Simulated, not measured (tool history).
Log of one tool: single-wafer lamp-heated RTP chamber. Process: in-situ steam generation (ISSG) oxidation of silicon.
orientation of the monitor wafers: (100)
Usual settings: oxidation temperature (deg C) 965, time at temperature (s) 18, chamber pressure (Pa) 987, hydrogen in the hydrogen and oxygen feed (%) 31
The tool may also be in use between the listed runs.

| run | day | oxidation temperature (deg C) | time at temperature (s) | chamber pressure (Pa) | hydrogen in the hydrogen and oxygen feed (%) | wafers since the last listed run | wafers since the last pyrometer calibration | hours since the pressure gauge was zeroed | hours since the hydrogen flow controller was replaced | hours since the gauge calibration | read-back reference wafer on the same gauge, thickness | oxide thickness on the monitor wafer (Å) |
|---|---|---|---|---|---|---|---|---|---|---|---|---|
| 1 | 0.000 | 965 | 18 | 920 | 31 | 0 | 2666 | 1594.2 | 3487.8 | 730.6 | 5.029 | 53.84 |
|  | 4.083 | gauge calibrated |
| 2 | 4.088 | 965 | 18 | 920 | 31 | 728 | 3394 | 1692.3 | 3585.9 | 0.1 | 5.030 | 53.88 |
| 3 | 6.208 | 965 | 18 | 987 | 31 | 377 | 3772 | 1743.2 | 3636.8 | 51.0 | 5.034 | 53.85 |
| 4 | 8.071 | 965 | 18 | 987 | 31 | 331 | 4104 | 1787.9 | 3681.5 | 95.7 | 5.032 | 53.88 |
| 5 | 10.192 | 965 | 18 | 987 | 31 | 377 | 4482 | 1838.8 | 3732.4 | 146.6 | 5.036 | 54.21 |
| 6 | 13.846 | 965 | 18 | 987 | 31 | 651 | 5133 | 1926.5 | 3820.1 | 234.3 | 5.031 | 54.37 |
| 7 | 18.338 | 965 | 18 | 987 | 31 | 800 | 5933 | 2034.3 | 3927.9 | 342.1 | 5.024 | 54.43 |
| 8 | 21.854 | 965 | 18 | 987 | 31 | 626 | 6560 | 2118.7 | 4012.3 | 426.5 | 5.029 | 54.74 |
| 9 | 25.683 | 965 | 21 | 920 | 32 | 682 | 7243 | 2210.6 | 4104.2 | 518.4 | 5.028 | 58.68 |
|  | 27.288 | pyrometer window cleaned and pyrometer calibrated |
| 10 | 29.446 | 952 | 12 | 1160 | 32 | 611 | 384 | 2300.9 | 4194.5 | 608.7 | 5.026 | 44.09 |
|  | 33.962 | pressure gauge zeroed |
|  | 38.471 | gauge calibrated |
| 11 | 38.967 | 965 | 18 | 987 | 31 | 1637 | 2021 | 120.1 | 4423.0 | 11.9 | 5.034 | 53.56 |
|  | 45.846 | hydrogen flow controller replaced |
| 12 | 46.946 | 946 | 18 | 987 | 24 | 1362 | 3384 | 311.6 | 26.4 | 203.4 | 5.034 | 47.43 |
| 13 | 48.667 | 965 | 18 | 987 | 31 | 306 | 3690 | 352.9 | 67.7 | 244.7 | 5.033 | 54.08 |
| 14 | 52.375 | 951 | 14 | 920 | 26 | 660 | 4351 | 441.9 | 156.7 | 333.7 | 5.032 | 44.54 |
| 15 | 56.121 | 965 | 11 | 987 | 32 | 667 | 5019 | 531.8 | 246.6 | 423.6 | 5.034 | 45.27 |
| 16 | 60.304 | 965 | 18 | 987 | 31 | 745 | 5764 | 632.2 | 347.0 | 524.0 | 5.023 | 54.50 |
| 17 | 62.833 | 948 | 22 | 987 | 32 | 450 | 6215 | 692.9 | 407.7 | 584.7 | 5.030 | 56.59 |

Hidden state or all else? Some run-to-run changes of oxide thickness on the monitor wafer (Å), split into what the settings, what came in and random variation would give without the hidden state, and what is left for the hidden state (with any gauge scatter that isn't in both results):
The hidden state here: true wafer temperature minus pyrometer reading, K; true pressure minus gauge reading, Torr; deviation of the hydrogen flow from its setpoint, %; gauge reads high (%).
Run 9 -> 10: oxidation temperature (deg C) 965 -> 952, time at temperature (s) 21 -> 12, chamber pressure (Pa) 920 -> 1160, pyrometer window cleaned and pyrometer calibrated. oxide thickness on the monitor wafer (Å) -14.59: hidden state -1.36, all else -13.23.
